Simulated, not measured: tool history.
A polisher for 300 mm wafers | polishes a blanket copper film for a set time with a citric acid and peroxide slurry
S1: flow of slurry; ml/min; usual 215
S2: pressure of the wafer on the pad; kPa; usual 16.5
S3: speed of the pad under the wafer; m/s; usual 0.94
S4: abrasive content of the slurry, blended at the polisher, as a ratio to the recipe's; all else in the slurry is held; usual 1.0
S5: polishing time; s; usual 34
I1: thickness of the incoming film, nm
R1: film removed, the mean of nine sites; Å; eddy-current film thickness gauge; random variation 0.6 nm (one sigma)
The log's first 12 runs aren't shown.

{"hour": 190.0, "done": "worn pad replaced by a new one"}
{"run": 13, "hour": 195.4, "S1": 215, "S2": 16.5, "S3": 1.2, "S4": 1.0, "S5": 34, "I1": 544.0, "R1": 807}
{"run": 14, "hour": 211.7, "S1": 215, "S2": 16.5, "S3": 0.94, "S4": 1.0, "S5": 34, "I1": 540.9, "R1": 632}
{"hour": 222.9, "done": "slurry blender recalibrated"}
{"run": 15, "hour": 223.4, "S1": 275, "S2": 18.6, "S3": 0.94, "S4": 0.9, "S5": 23, "I1": 545.1, "R1": 479}
{"run": 16, "hour": 229.7, "S1": 215, "S2": 16.5, "S3": 0.94, "S4": 1.0, "S5": 27, "I1": 536.6, "R1": 505}
{"run": 17, "hour": 245.3, "S1": 215, "S2": 16.5, "S3": 0.78, "S4": 0.8, "S5": 41, "I1": 541.1, "R1": 592}
{"run": 18, "hour": 251.7, "S1": 260, "S2": 16.5, "S3": 0.94, "S4": 1.0, "S5": 34, "I1": 534.1, "R1": 654}
{"hour": 263.5, "done": "head pressure recalibrated"}
{"run": 19, "hour": 264.3, "S1": 215, "S2": 16.5, "S3": 0.94, "S4": 1.0, "S5": 34, "I1": 551.0, "R1": 644}
{"run": 20, "hour": 275.8, "S1": 215, "S2": 18.6, "S3": 0.84, "S4": 1.0, "S5": 34, "I1": 546.7, "R1": 652}
{"run": 21, "hour": 289.7, "S1": 215, "S2": 16.5, "S3": 1.24, "S4": 1.0, "S5": 23, "I1": 541.8, "R1": 570}
{"hour": 300.5, "done": "worn pad replaced by a new one"}
{"run": 22, "hour": 308.3, "S1": 215, "S2": 16.5, "S3": 0.94, "S4": 0.9, "S5": 34, "I1": 538.0, "R1": 615}
{"run": 23, "hour": 322.3, "S1": 215, "S2": 22.1, "S3": 1.08, "S4": 1.1, "S5": 28, "I1": 538.7, "R1": 840}
{"run": 24, "hour": 336.2, "S1": 215, "S2": 16.5, "S3": 0.94, "S4": 1.0, "S5": 34, "I1": 529.2, "R1": 640}
{"run": 25, "hour": 350.5, "S1": 260, "S2": 18.6, "S3": 0.94, "S4": 1.0, "S5": 39, "I1": 544.0, "R1": 848}
{"run": 26, "hour": 363.7, "S1": 215, "S2": 16.5, "S3": 1.04, "S4": 1.0, "S5": 34, "I1": 536.8, "R1": 711}
{"run": 27, "hour": 374.7, "S1": 215, "S2": 16.5, "S3": 1.16, "S4": 1.0, "S5": 34, "I1": 544.7, "R1": 791}
{"run": 28, "hour": 392.3, "S1": 215, "S2": 16.5, "S3": 0.94, "S4": 1.0, "S5": 45, "I1": 538.8, "R1": 858}
{"run": 29, "hour": 400.3, "S1": 190, "S2": 18.6, "S3": 0.94, "S4": 1.2, "S5": 41, "I1": 541.7, "R1": 907}
{"run": 30, "hour": 413.9, "S1": 215, "S2": 16.5, "S3": 0.94, "S4": 1.0, "S5": 34, "I1": 538.0, "R1": 634}
{"hour": 427.6, "done": "worn pad replaced by a new one"}
{"run": 31, "hour": 428.1, "S1": 175, "S2": 16.5, "S3": 0.94, "S4": 1.0, "S5": 34, "I1": 539.0, "R1": 638}
{"run": 32, "hour": 443.3, "S1": 240, "S2": 16.5, "S3": 0.94, "S4": 0.8, "S5": 34, "I1": 545.5, "R1": 602}

Forecast each of these 3 alternatives for the next run:
{"run": "A", "hour": 443.7, "S1": 215, "S2": 16.5, "S3": 0.94, "S4": 1.0, "S5": 34, "I1": 550.4, "R1": "?"}
{"run": "B", "hour": 443.7, "S1": 215, "S2": 11.7, "S3": 0.94, "S4": 1.0, "S5": 26, "I1": 550.4, "R1": "?"}
{"run": "C", "hour": 443.7, "S1": 145, "S2": 16.5, "S3": 0.94, "S4": 1.0, "S5": 29, "I1": 550.4, "R1": "?"}

run=A R1=643
run=B R1=353
run=C R1=512
Without the tool's hidden state the same runs would have given:
run=A R1=643
run=B R1=353
run=C R1=512
